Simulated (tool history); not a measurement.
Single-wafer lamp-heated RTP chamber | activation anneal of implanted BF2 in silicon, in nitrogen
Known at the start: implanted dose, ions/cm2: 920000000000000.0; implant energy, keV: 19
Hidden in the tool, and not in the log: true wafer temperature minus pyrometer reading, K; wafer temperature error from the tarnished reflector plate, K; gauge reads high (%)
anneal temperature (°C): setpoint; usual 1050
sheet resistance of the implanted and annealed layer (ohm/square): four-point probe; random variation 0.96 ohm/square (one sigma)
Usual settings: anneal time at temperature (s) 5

run   hour  anneal temperature (°C)  anneal time at temperature (s)  wafers since the last listed run  wafers since the last pyrometer calibration  wafers since the reflector plate was cleaned  hours since the gauge calibration  read-back reference wafer on the same gauge, sheet resistance  sheet resistance of the implanted and annealed layer (ohm/square)
  1      0                     1050                               5                                 0                                         2699                                           642                               75.8                                                          158.3                                                             166.65
  2   35.9                     1073                               5                               553                                         3252                                          1196                              111.7                                                         158.35                                                             151.07
  3   58.9                     1027                               5                               354                                         3607                                          1550                              134.7                                                         158.15                                                             183.07
  4   80.9                     1027                               5                               339                                         3946                                          1890                              156.7                                                         157.74                                                             184.46
  5  112.5                     1050                               5                               487                                         4434                                          2377                              188.3                                                         158.03                                                             162.43
  6  132.4                     1050                               5                               306                                         4741                                          2684                              208.2                                                         157.91                                                              164.4
  7  167.9                     1050                               5                               547                                         5288                                          3231                              243.7                                                         157.83                                                             164.74
  8  184.9                     1050                               5                               262                                         5550                                          3493                              260.7                                                         158.24                                                              162.4
  9  216.7                     1050                               7                               490                                         6040                                          3984                              292.5                                                         158.03                                                              156.3
 10  249.8                     1035                               7                               510                                         6551                                          4494                              325.6                                                         158.56                                                             165.71
     266.8  -- reflector plate cleaned
 11  274.3                     1050                               5                               254                                         6805                                           115                              350.1                                                         158.08                                                             165.23
     296.7  -- gauge calibrated
 12    300                     1038                               8                               396                                         7202                                           511                                3.3                                                         158.22                                                             165.25
     320.2  -- pyrometer window cleaned and pyrometer calibrated
 13  320.7                     1025                               5                               195                                            6                                           707                                 24                                                         157.94                                                             187.18
 14    334                     1040                               8                               205                                          212                                           912                               37.3                                                         157.92                                                             163.31
 15  420.7                     1037                               7                              1336                                         1548                                          2249                                124                                                         157.73                                                             166.74
 16  450.8                     1050                               5                               464                                         2013                                          2713                              154.1                                                         157.88                                                             164.02

The tool's hidden state at each run:
true wafer temperature minus pyrometer reading, K: 0 in every run
gauge reads high (%): 0 in every run
H1: wafer temperature error from the tarnished reflector plate, K
run    H1
  1  1.13
  2  1.99
  3  2.55
  4  3.07
  5  3.83
  6  4.31
  7  5.16
  8  5.56
  9  6.33
 10  7.12
 11  1.12
 12  1.74
 13  2.24
 14  2.55
 15  4.63
 16  5.35
